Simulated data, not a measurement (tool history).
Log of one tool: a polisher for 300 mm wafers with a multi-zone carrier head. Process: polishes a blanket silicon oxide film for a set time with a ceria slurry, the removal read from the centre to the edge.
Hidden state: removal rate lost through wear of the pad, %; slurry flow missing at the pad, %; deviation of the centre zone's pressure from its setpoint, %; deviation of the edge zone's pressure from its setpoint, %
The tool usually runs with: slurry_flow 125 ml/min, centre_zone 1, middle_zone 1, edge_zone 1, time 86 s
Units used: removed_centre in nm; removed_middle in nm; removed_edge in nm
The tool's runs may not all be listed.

run,hour,slurry_flow,centre_zone,middle_zone,edge_zone,time,wafers since the last listed run,wafers polished on this pad,hours since the slurry nozzle was cleaned,hours since the centre zone pressure was calibrated,hours since the edge zone pressure was calibrated,hours since the carrier head's membrane was replaced,"incoming thickness of the incoming film, nm",removed_centre,removed_middle,removed_edge
1,0,125,0.95,1.03,1,86,0,617,201.2,720.2,696.4,3.8,1677.7,480,517,502
# hour 13.3: worn pad replaced by a new one
2,17,125,0.95,1.03,1,86,89,25,218.2,737.2,713.4,20.8,1684.4,475.8,519.8,498.3
3,23.7,125,1,1,1,86,45,71,224.9,743.9,720.1,27.5,1668.2,503.2,506.9,503.5
4,35.6,125,1,1,1,86,81,153,236.8,755.8,732,39.4,1683.5,505.1,505.1,494.1
5,67.5,125,1,1,1,86,218,372,268.7,787.7,763.9,71.3,1655.5,499.8,506.4,502.2
6,84.5,170,0.89,0.93,1,95,116,488,285.7,804.7,780.9,88.3,1663.4,532.3,558.2,575.5
# hour 111.7: centre zone pressure recalibrated
# hour 125: worn pad replaced by a new one
7,125.4,135,0.92,1,0.96,69,239,2,326.6,13.7,821.8,129.2,1705.5,379.1,420.8,403.2
8,135.7,145,1.11,1,1,77,70,73,336.9,24,832.1,139.5,1705.6,515.5,466.4,463.7
9,150.5,125,0.94,1,1.09,86,101,175,351.7,38.8,846.9,154.3,1666.8,475.7,499.1,511.7
10,168.5,125,1,1.08,1,86,123,298,369.7,56.8,864.9,172.3,1659.1,503.2,545.2,498.5
# hour 177.3: slurry nozzle cleaned
11,177.8,125,1,1,1,86,56,355,0.5,66.1,874.2,181.6,1685.6,498,506.1,492.9
12,194.3,125,1,1,1,86,113,468,17,82.6,890.7,198.1,1686.5,499.7,506.4,499.7
# hour 223.2: edge zone pressure recalibrated
# hour 244.9: worn pad replaced by a new one
13,245.9,125,0.92,1,1,86,313,6,68.6,134.2,22.7,249.7,1704.2,468.5,502.5,494.2
14,258.5,125,1,1,1,86,86,93,81.2,146.8,35.3,262.3,1661.7,502.6,500.3,502.5
15,267.2,125,1,1,1,86,59,152,89.9,155.5,44,271,1688.5,503.3,505.3,502.2
16,279.9,105,1,0.91,0.89,113,87,239,102.6,168.2,56.7,283.7,1699.3,620.4,587,612
17,291.4,125,1.12,1,1,86,78,318,114.1,179.7,68.2,295.2,1650.1,558.1,497.8,502.9
18,308.2,125,1.09,1.06,1,86,115,434,130.9,196.5,85,312,1674.6,542.7,532.7,501.7
19,325.9,125,1,1,1.09,86,121,555,148.6,214.2,102.7,329.7,1689.7,501.7,502.3,520.6
20,334.5,125,1,1,1,86,59,614,157.2,222.8,111.3,338.3,1670.3,495.8,498.8,500.7
21,345.1,125,1,1,1,86,72,687,167.8,233.4,121.9,348.9,1707.9,501,497.6,501
# hour 357: worn pad replaced by a new one
22,357.7,90,0.92,1.04,1,86,59,4,180.4,246,134.5,361.5,1707.2,412.6,476.5,464.4

Exercise: give the hidden state of the tool at every run:
removal rate lost through wear of the pad, %: 0, the same for each run
slurry flow missing at the pad, %: 0, the same for each run
deviation of the centre zone's pressure from its setpoint, %: 0, the same for each run
deviation of the edge zone's pressure from its setpoint, %: 0, the same for each run
